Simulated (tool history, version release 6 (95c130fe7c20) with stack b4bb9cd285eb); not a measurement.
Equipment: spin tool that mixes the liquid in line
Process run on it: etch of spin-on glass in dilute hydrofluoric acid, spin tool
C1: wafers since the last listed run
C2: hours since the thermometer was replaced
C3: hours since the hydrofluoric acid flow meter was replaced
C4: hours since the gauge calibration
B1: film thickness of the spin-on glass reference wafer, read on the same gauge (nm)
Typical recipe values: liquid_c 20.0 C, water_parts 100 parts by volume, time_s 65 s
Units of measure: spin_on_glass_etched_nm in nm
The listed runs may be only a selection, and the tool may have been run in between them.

Run 1, hour 0.0: usual settings; C1 0; C2 973.0; C3 1195.3; C4 500.5; B1 29.99. Result: spin_on_glass_etched_nm 14.15 nm.
Run 2, hour 16.9: usual settings but liquid_c 23.0 C, water_parts 85 parts by volume; C1 212; C2 989.9; C3 1212.2; C4 517.4; B1 29.96. Result: spin_on_glass_etched_nm 19.33 nm.
Run 3, hour 33.8: usual settings but liquid_c 23.0 C, water_parts 85 parts by volume; C1 212; C2 1006.8; C3 1229.1; C4 534.3; B1 30.03. Result: spin_on_glass_etched_nm 19.35 nm.
At hour 40.2: thermometer replaced.
Run 4, hour 48.8: usual settings but water_parts 120 parts by volume, time_s 55 s; C1 176; C2 8.6; C3 1244.1; C4 549.3; B1 30.00. Result: spin_on_glass_etched_nm 9.39 nm.
Run 5, hour 56.2: usual settings but water_parts 120 parts by volume, time_s 55 s; C1 93; C2 16.0; C3 1251.5; C4 556.7; B1 29.98. Result: spin_on_glass_etched_nm 9.38 nm.
At hour 101.0: hydrofluoric acid flow meter replaced.
Run 6, hour 107.1: usual settings but water_parts 120 parts by volume, time_s 55 s; C1 628; C2 66.9; C3 6.1; C4 607.6; B1 29.99. Result: spin_on_glass_etched_nm 10.30 nm.
Run 7, hour 125.0: usual settings; C1 225; C2 84.8; C3 24.0; C4 625.5; B1 29.96. Result: spin_on_glass_etched_nm 14.94 nm.
Run 8, hour 132.7: usual settings; C1 96; C2 92.5; C3 31.7; C4 633.2; B1 30.01. Result: spin_on_glass_etched_nm 14.91 nm.
Run 9, hour 143.4: usual settings; C1 134; C2 103.2; C3 42.4; C4 643.9; B1 29.99. Result: spin_on_glass_etched_nm 14.88 nm.
Run 10, hour 161.2: usual settings; C1 224; C2 121.0; C3 60.2; C4 661.7; B1 30.01. Result: spin_on_glass_etched_nm 15.07 nm.
Run 11, hour 174.6: usual settings but liquid_c 22.5 C; C1 168; C2 134.4; C3 73.6; C4 675.1; B1 30.02. Result: spin_on_glass_etched_nm 16.65 nm.
Run 12, hour 192.0: usual settings but liquid_c 17.0 C, water_parts 150 parts by volume, time_s 105 s; C1 219; C2 151.8; C3 91.0; C4 692.5; B1 30.03. Result: spin_on_glass_etched_nm 13.53 nm.
Run 13, hour 198.5: usual settings; C1 81; C2 158.3; C3 97.5; C4 699.0; B1 30.01. Result: spin_on_glass_etched_nm 14.89 nm.
At hour 199.3: gauge calibrated.
Run 14, hour 205.8: usual settings but liquid_c 24.0 C, water_parts 75 parts by volume, time_s 90 s; C1 91; C2 165.6; C3 104.8; C4 6.5; B1 29.99. Result: spin_on_glass_etched_nm 33.31 nm.
Run 15, hour 217.4: usual settings but liquid_c 17.0 C, water_parts 55 parts by volume, time_s 35 s; C1 146; C2 177.2; C3 116.4; C4 18.1; B1 29.98. Result: spin_on_glass_etched_nm 13.60 nm.
Run 16, hour 225.6: usual settings but water_parts 115 parts by volume; C1 103; C2 185.4; C3 124.6; C4 26.3; B1 29.97. Result: spin_on_glass_etched_nm 12.89 nm.
Run 17, hour 234.9: usual settings; C1 117; C2 194.7; C3 133.9; C4 35.6; B1 30.01. Result: spin_on_glass_etched_nm 14.96 nm.
Run 18, hour 247.2: usual settings but liquid_c 17.0 C, water_parts 65 parts by volume, time_s 75 s; C1 154; C2 207.0; C3 146.2; C4 47.9; B1 29.98. Result: spin_on_glass_etched_nm 24.45 nm.
Run 19, hour 258.6: usual settings but liquid_c 24.0 C, water_parts 125 parts by volume; C1 143; C2 218.4; C3 157.6; C4 59.3; B1 30.01. Result: spin_on_glass_etched_nm 13.63 nm.

Run 20 comes next. What will it give?
Run 20, hour 273.1: usual settings but time_s 40 s; C1 182; C2 232.9; C3 172.1; C4 73.8; B1 ?. Result: spin_on_glass_etched_nm ?.

{"run 20": {"B1": 30.02, "spin_on_glass_etched_nm": 9.21}}
Without the tool's hidden state the same run would have given spin_on_glass_etched_nm 9.02 nm.
